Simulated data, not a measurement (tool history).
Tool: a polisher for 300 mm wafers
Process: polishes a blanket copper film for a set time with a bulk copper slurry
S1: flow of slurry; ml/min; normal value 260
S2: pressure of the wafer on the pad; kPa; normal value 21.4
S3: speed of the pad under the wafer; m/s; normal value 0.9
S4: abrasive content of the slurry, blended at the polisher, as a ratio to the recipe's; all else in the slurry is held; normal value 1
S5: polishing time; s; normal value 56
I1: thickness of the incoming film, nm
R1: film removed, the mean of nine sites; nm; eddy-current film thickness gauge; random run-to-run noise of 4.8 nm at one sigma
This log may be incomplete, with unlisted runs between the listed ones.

run     day   S1    S2    S3    S4  S5      I1     R1
  1       0  260  21.4   0.9     1  56  3450.7  584.7
      1.217  -- worn pad replaced by a new one
  2   4.467  260  21.4   0.9     1  56  3431.8  600.5
  3   5.917  260  21.4   0.9     1  56  3454.9  578.4
      6.833  -- worn pad replaced by a new one
  4   7.383  260  21.4   0.9     1  56    3444  604.6
  5   8.725  260  21.4   0.9     1  56  3465.3  592.1
  6   9.596  260  21.4   0.9     1  56  3476.3    598
  7  11.062  260  21.4   0.9     1  56  3432.2  582.2
  8  12.042  260  21.4   0.9     1  56  3450.7  576.7
     12.817  -- slurry blender recalibrated
      13.15  -- worn pad replaced by a new one
  9  14.121  260  21.4   0.9     1  56  3450.3  591.2
 10  15.096  260  21.4   0.9     1  56  3386.9  598.1
 11  16.046  260  21.4   0.9     1  56  3477.4    586
 12  17.021  260  17.9   0.9  0.85  42  3493.1  375.2
 13  17.662  260  21.4  0.76  1.15  42  3442.9  382.2
     17.996  -- head pressure recalibrated
     18.171  -- slurry nozzle cleaned
     18.817  -- worn pad replaced by a new one
 14      20  300  21.4   0.9     1  75  3483.1  819.9
 15  20.658  195  21.4  1.04     1  56    3420    677
 16  21.858  200  21.4     1     1  56  3422.1  654.3
 17  22.792  260  21.4   0.9     1  56    3434  584.2
 18  24.242  260  21.4   0.9     1  56  3457.5  578.9
     25.242  -- worn pad replaced by a new one
 19  25.554  260  21.4   0.9     1  65  3432.7  689.4
 20  26.521  200  21.4   1.2  0.75  49  3450.3  621.9
 21   27.75  325  21.4   0.9     1  56  3397.6  598.7
 22    28.7  175  15.9   0.9  1.15  40  3534.2  349.5
 23  29.662  260  21.4   0.9     1  56  3404.5  585.1

Branching from run 23: 5 alternative next runs. What would each branch give?
  A  29.679  315  21.4   0.9     1  56  3420.5   ?
  B  29.679  260  21.4   0.9  0.75  41  3420.5   ?
  C  29.679  260  21.4   0.9  0.75  56  3420.5   ?
  D  29.679  260  15.9   0.9     1  56  3420.5   ?
  E  29.679  260  21.4  0.78     1  50  3420.5   ?

run     R1
  A  591.1
  B  384.5
  C  525.2
  D  482.5
  E  450.9
With no hidden state in the tool, these same runs would have given:
run     R1
  A  613.1
  B  398.8
  C  544.7
  D  500.4
  E  467.7
